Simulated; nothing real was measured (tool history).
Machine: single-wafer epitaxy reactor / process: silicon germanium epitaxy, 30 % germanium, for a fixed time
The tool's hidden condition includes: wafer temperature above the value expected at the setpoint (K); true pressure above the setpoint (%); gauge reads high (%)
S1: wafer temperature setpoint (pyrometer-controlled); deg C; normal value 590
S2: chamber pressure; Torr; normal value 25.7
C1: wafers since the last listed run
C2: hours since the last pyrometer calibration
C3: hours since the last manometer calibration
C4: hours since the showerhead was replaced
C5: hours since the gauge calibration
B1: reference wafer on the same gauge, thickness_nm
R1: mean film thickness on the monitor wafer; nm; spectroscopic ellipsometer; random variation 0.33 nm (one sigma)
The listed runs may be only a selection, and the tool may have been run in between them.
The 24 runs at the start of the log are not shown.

run	hour	S1	S2	C1	C2	C3	C4	C5	B1	R1
25	638.3	590	25.7	368	16.9	236.1	270.3	907.5	63.033	56.638
26	668.8	590	25.7	686	47.4	266.6	300.8	938.0	62.852	56.721
# hour 673.5: gauge calibrated
27	687.1	580	29.5	411	65.7	284.9	319.1	13.6	62.928	48.413
28	716.7	590	25.7	665	95.3	314.5	348.7	43.2	63.063	56.168
29	746.4	580	20.6	668	125.0	344.2	378.4	72.9	62.994	40.803
30	781.2	581	29.5	782	159.8	379.0	413.2	107.7	62.950	49.372
31	815.8	599	29.1	778	194.4	413.6	447.8	142.3	63.085	71.732
32	829.7	603	28.5	312	208.3	427.5	461.7	156.2	63.028	77.946
33	841.9	590	25.7	274	220.5	439.7	473.9	168.4	63.014	56.110
34	855.4	590	25.7	303	234.0	453.2	487.4	181.9	62.888	56.121
35	884.4	582	29.8	652	263.0	482.2	516.4	210.9	62.926	50.818
36	906.7	575	30.6	501	285.3	504.5	538.7	233.2	63.069	43.859

3 options for the next run, each taken on its own from the tool as it stands now. Forecast them:
A	907.1	590	24.1	8	285.7	504.9	539.1	233.6	?	?
B	907.1	594	21.8	8	285.7	504.9	539.1	233.6	?	?
C	907.1	581	28.9	8	285.7	504.9	539.1	233.6	?	?

run	B1	R1
A	62.922	53.915
B	62.922	55.958
C	62.922	48.296
Take away the tool's hidden state, keep each run's random variation, and the runs would have read:
run	R1
A	54.562
B	56.623
C	48.890

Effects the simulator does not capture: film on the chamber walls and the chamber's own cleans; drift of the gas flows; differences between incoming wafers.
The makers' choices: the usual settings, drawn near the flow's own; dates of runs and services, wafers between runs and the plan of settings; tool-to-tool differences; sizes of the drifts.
